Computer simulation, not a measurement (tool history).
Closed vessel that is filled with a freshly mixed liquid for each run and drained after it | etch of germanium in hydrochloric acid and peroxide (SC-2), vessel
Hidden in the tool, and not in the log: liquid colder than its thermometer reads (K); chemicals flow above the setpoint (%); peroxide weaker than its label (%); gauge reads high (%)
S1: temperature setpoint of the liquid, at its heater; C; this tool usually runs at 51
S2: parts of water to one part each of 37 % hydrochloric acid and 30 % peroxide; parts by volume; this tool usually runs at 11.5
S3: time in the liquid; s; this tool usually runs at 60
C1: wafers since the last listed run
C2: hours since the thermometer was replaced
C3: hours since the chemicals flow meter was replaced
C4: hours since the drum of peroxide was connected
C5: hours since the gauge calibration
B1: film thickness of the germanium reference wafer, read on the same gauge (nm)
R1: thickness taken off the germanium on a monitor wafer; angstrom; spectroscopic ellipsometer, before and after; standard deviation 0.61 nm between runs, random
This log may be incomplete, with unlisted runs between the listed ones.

run,hour,S1,S2,S3,C1,C2,C3,C4,C5,B1,R1
1,0,51,11.5,60,0,20.2,1071.5,346.1,276.8,90.04,1348.8
2,68.4,51,11.5,60,5179,88.6,1139.9,414.5,345.2,89.96,1353.6
3,115.7,51,11.5,60,3581,135.9,1187.2,461.8,392.5,89.98,1357.1
4,166.7,47.5,10,60,3862,186.9,1238.2,512.8,443.5,89.97,1209.3
5,215.9,47.5,10,60,3725,236.1,1287.4,562,492.7,90,1220.7
6,245,47.5,10,60,2203,265.2,1316.5,591.1,521.8,90.03,1212.1
7,278.1,51,14,60,2506,298.3,1349.6,624.2,554.9,90.04,1304.7
8,322.1,51,14,60,3332,342.3,1393.6,668.2,598.9,90,1304.8
9,364.3,51,14,60,3195,384.5,1435.8,710.4,641.1,90.05,1301.6
# hour 404.4: gauge calibrated
10,419.9,51,11.5,60,4210,440.1,1491.4,766,15.5,90.04,1321.6
11,465.7,51,7,60,3468,485.9,1537.2,811.8,61.3,89.99,1369.6
12,501.8,51,11.5,60,2733,522,1573.3,847.9,97.4,90.01,1324.3
13,558.7,51,11.5,70,4308,578.9,1630.2,904.8,154.3,90.04,1527.6
# hour 591.9: chemicals flow meter replaced
# hour 605.6: thermometer replaced
14,621.5,51,7,60,4604,15.9,29.6,967.6,217.1,89.98,1327.3
15,667.6,42.5,15.5,90,3491,62,75.7,1013.7,263.2,90,1395.7
16,704.2,48.5,11.5,60,2771,98.6,112.3,1050.3,299.8,89.97,1158.4
17,755.2,51,17.5,95,3862,149.6,163.3,1101.3,350.8,90,1885.8
18,792.2,55.5,11.5,60,2801,186.6,200.3,1138.3,387.8,90,1456.3
19,837.7,51,11.5,60,3445,232.1,245.8,1183.8,433.3,89.97,1265.8
# hour 873: thermometer replaced, repeated, since the last time left the tool worse
20,906.4,51,17.5,95,5126,33.4,314.5,1252.5,502,90.05,2027.6
# hour 909.6: new drum of peroxide connected
21,946.4,58.5,17,45,2953,73.4,354.5,36.8,542,90.05,1195.3
22,1003.3,41.5,11.5,60,4308,130.3,411.4,93.7,598.9,90,994
23,1048.3,48.5,11.5,60,3407,175.3,456.4,138.7,643.9,89.97,1249
24,1072.6,51,11.5,60,1840,199.6,480.7,163,668.2,90.02,1338.5
25,1113,54,11.5,30,3059,240,521.1,203.4,708.6,89.95,737.8
# hour 1124: gauge calibrated
26,1140.8,51,17,90,2105,267.8,548.9,231.2,16.8,90.03,1900.5
27,1185.3,53.5,8.5,30,3369,312.3,593.4,275.7,61.3,90.01,745.3

Below are 4 alternative next runs, each starting from the tool's condition after run 27. Predict each:
A,1186,51,15,60,53,313,594.1,276.4,62,?,?
B,1186,43,8,75,53,313,594.1,276.4,62,?,?
C,1186,47.5,17.5,60,53,313,594.1,276.4,62,?,?
D,1186,58,10,70,53,313,594.1,276.4,62,?,?

run,B1,R1
A,90,1287.6
B,90,1327.8
C,90,1127
D,90,1956.2
Stripped of hidden state, with their random variation kept, the same runs would have yielded:
run,R1
A,1311.9
B,1355.1
C,1148.6
D,1992.2

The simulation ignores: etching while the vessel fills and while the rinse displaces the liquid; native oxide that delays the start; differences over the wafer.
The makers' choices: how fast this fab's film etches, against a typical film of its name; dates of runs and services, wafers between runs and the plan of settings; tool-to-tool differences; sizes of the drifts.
